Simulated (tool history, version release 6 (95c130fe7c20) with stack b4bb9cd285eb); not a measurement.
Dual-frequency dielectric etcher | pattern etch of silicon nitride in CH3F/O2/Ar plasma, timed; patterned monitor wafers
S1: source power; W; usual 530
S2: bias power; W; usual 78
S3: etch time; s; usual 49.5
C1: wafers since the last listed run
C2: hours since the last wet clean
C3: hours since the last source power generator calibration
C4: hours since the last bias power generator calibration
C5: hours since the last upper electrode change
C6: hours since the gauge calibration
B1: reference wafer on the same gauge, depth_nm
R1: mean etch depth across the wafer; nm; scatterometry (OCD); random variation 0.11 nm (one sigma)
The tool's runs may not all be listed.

{"run": 1, "hour": 0.0, "S1": 530, "S2": 78, "S3": 49.5, "C1": 0, "C2": 435.1, "C3": 1295.6, "C4": 2752.6, "C5": 2174.7, "C6": 191.5, "B1": 44.49, "R1": 35.86}
{"hour": 6.9, "done": "gauge calibrated"}
{"run": 2, "hour": 14.1, "S1": 530, "S2": 78, "S3": 49.5, "C1": 177, "C2": 449.2, "C3": 1309.7, "C4": 2766.7, "C5": 2188.8, "C6": 7.2, "B1": 44.48, "R1": 35.95}
{"run": 3, "hour": 23.8, "S1": 530, "S2": 78, "S3": 49.5, "C1": 121, "C2": 458.9, "C3": 1319.4, "C4": 2776.4, "C5": 2198.5, "C6": 16.9, "B1": 44.51, "R1": 35.81}
{"run": 4, "hour": 35.8, "S1": 530, "S2": 78, "S3": 49.5, "C1": 150, "C2": 470.9, "C3": 1331.4, "C4": 2788.4, "C5": 2210.5, "C6": 28.9, "B1": 44.48, "R1": 35.82}
{"run": 5, "hour": 49.5, "S1": 530, "S2": 78, "S3": 49.5, "C1": 172, "C2": 484.6, "C3": 1345.1, "C4": 2802.1, "C5": 2224.2, "C6": 42.6, "B1": 44.52, "R1": 35.62}
{"run": 6, "hour": 63.7, "S1": 530, "S2": 78, "S3": 49.5, "C1": 178, "C2": 498.8, "C3": 1359.3, "C4": 2816.3, "C5": 2238.4, "C6": 56.8, "B1": 44.51, "R1": 35.52}
{"hour": 89.8, "done": "wet clean of the chamber"}
{"run": 7, "hour": 90.3, "S1": 530, "S2": 78, "S3": 49.5, "C1": 32, "C2": 0.5, "C3": 1385.9, "C4": 2842.9, "C5": 2265.0, "C6": 83.4, "B1": 44.5, "R1": 37.54}
{"run": 8, "hour": 90.6, "S1": 530, "S2": 78, "S3": 49.5, "C1": 3, "C2": 0.8, "C3": 1386.2, "C4": 2843.2, "C5": 2265.3, "C6": 83.7, "B1": 44.53, "R1": 37.29}
{"run": 9, "hour": 90.9, "S1": 530, "S2": 78, "S3": 49.5, "C1": 3, "C2": 1.1, "C3": 1386.5, "C4": 2843.5, "C5": 2265.6, "C6": 84.0, "B1": 44.51, "R1": 37.29}
{"run": 10, "hour": 97.4, "S1": 530, "S2": 78, "S3": 49.5, "C1": 81, "C2": 7.6, "C3": 1393.0, "C4": 2850.0, "C5": 2272.1, "C6": 90.5, "B1": 44.47, "R1": 37.54}
{"run": 11, "hour": 108.9, "S1": 530, "S2": 78, "S3": 43.5, "C1": 144, "C2": 19.1, "C3": 1404.5, "C4": 2861.5, "C5": 2283.6, "C6": 102.0, "B1": 44.53, "R1": 32.77}
{"run": 12, "hour": 125.9, "S1": 530, "S2": 78, "S3": 43.5, "C1": 213, "C2": 36.1, "C3": 1421.5, "C4": 2878.5, "C5": 2300.6, "C6": 119.0, "B1": 44.51, "R1": 32.71}
{"run": 13, "hour": 135.0, "S1": 530, "S2": 78, "S3": 49.5, "C1": 114, "C2": 45.2, "C3": 1430.6, "C4": 2887.6, "C5": 2309.7, "C6": 128.1, "B1": 44.46, "R1": 37.26}
{"hour": 164.7, "done": "upper electrode replaced"}
{"run": 14, "hour": 165.2, "S1": 530, "S2": 78, "S3": 49.5, "C1": 77, "C2": 75.4, "C3": 1460.8, "C4": 2917.8, "C5": 0.5, "C6": 158.3, "B1": 44.49, "R1": 37.17}
{"run": 15, "hour": 165.5, "S1": 430, "S2": 78, "S3": 49.5, "C1": 3, "C2": 75.7, "C3": 1461.1, "C4": 2918.1, "C5": 0.8, "C6": 158.6, "B1": 44.56, "R1": 34.13}
{"run": 16, "hour": 165.8, "S1": 640, "S2": 95, "S3": 44.5, "C1": 3, "C2": 76.0, "C3": 1461.4, "C4": 2918.4, "C5": 1.1, "C6": 158.9, "B1": 44.54, "R1": 38.19}
{"run": 17, "hour": 180.3, "S1": 530, "S2": 69, "S3": 49.5, "C1": 182, "C2": 90.5, "C3": 1475.9, "C4": 2932.9, "C5": 15.6, "C6": 173.4, "B1": 44.51, "R1": 35.85}
{"hour": 188.7, "done": "bias power generator calibrated"}
{"run": 18, "hour": 192.5, "S1": 450, "S2": 78, "S3": 61.5, "C1": 102, "C2": 102.7, "C3": 1488.1, "C4": 3.8, "C5": 27.8, "C6": 185.6, "B1": 44.47, "R1": 43.22}
{"hour": 194.5, "done": "gauge calibrated"}
{"run": 19, "hour": 201.1, "S1": 450, "S2": 85, "S3": 49.5, "C1": 108, "C2": 111.3, "C3": 1496.7, "C4": 12.4, "C5": 36.4, "C6": 6.6, "B1": 44.54, "R1": 35.61}
{"hour": 206.4, "done": "source power generator calibrated"}
{"run": 20, "hour": 208.3, "S1": 620, "S2": 78, "S3": 49.5, "C1": 40, "C2": 118.5, "C3": 1.9, "C4": 19.6, "C5": 43.6, "C6": 13.8, "B1": 44.53, "R1": 39.27}
{"run": 21, "hour": 232.9, "S1": 530, "S2": 78, "S3": 49.5, "C1": 308, "C2": 143.1, "C3": 26.5, "C4": 44.2, "C5": 68.2, "C6": 38.4, "B1": 44.49, "R1": 36.76}
{"run": 22, "hour": 248.9, "S1": 470, "S2": 65, "S3": 62.0, "C1": 200, "C2": 159.1, "C3": 42.5, "C4": 60.2, "C5": 84.2, "C6": 54.4, "B1": 44.51, "R1": 41.92}
{"run": 23, "hour": 262.2, "S1": 530, "S2": 85, "S3": 49.5, "C1": 167, "C2": 172.4, "C3": 55.8, "C4": 73.5, "C5": 97.5, "C6": 67.7, "B1": 44.48, "R1": 37.72}
{"run": 24, "hour": 273.5, "S1": 530, "S2": 78, "S3": 37.5, "C1": 141, "C2": 183.7, "C3": 67.1, "C4": 84.8, "C5": 108.8, "C6": 79.0, "B1": 44.47, "R1": 27.78}

4 ways to go on from here, each from the tool as it stands after run 24. What would each give?
{"run": "A", "hour": 273.9, "S1": 530, "S2": 90, "S3": 49.5, "C1": 5, "C2": 184.1, "C3": 67.5, "C4": 85.2, "C5": 109.2, "C6": 79.4, "B1": "?", "R1": "?"}
{"run": "B", "hour": 273.9, "S1": 530, "S2": 87, "S3": 59.5, "C1": 5, "C2": 184.1, "C3": 67.5, "C4": 85.2, "C5": 109.2, "C6": 79.4, "B1": "?", "R1": "?"}
{"run": "C", "hour": 273.9, "S1": 530, "S2": 73, "S3": 39.5, "C1": 5, "C2": 184.1, "C3": 67.5, "C4": 85.2, "C5": 109.2, "C6": 79.4, "B1": "?", "R1": "?"}
{"run": "D", "hour": 273.9, "S1": 440, "S2": 78, "S3": 49.5, "C1": 5, "C2": 184.1, "C3": 67.5, "C4": 85.2, "C5": 109.2, "C6": 79.4, "B1": "?", "R1": "?"}

run=A B1=44.52 R1=38.34
run=B B1=44.52 R1=45.61
run=C B1=44.52 R1=28.75
run=D B1=44.52 R1=34.10
Without the tool's hidden state the same runs would have given:
run=A R1=38.85
run=B R1=46.22
run=C R1=29.13
run=D R1=34.55
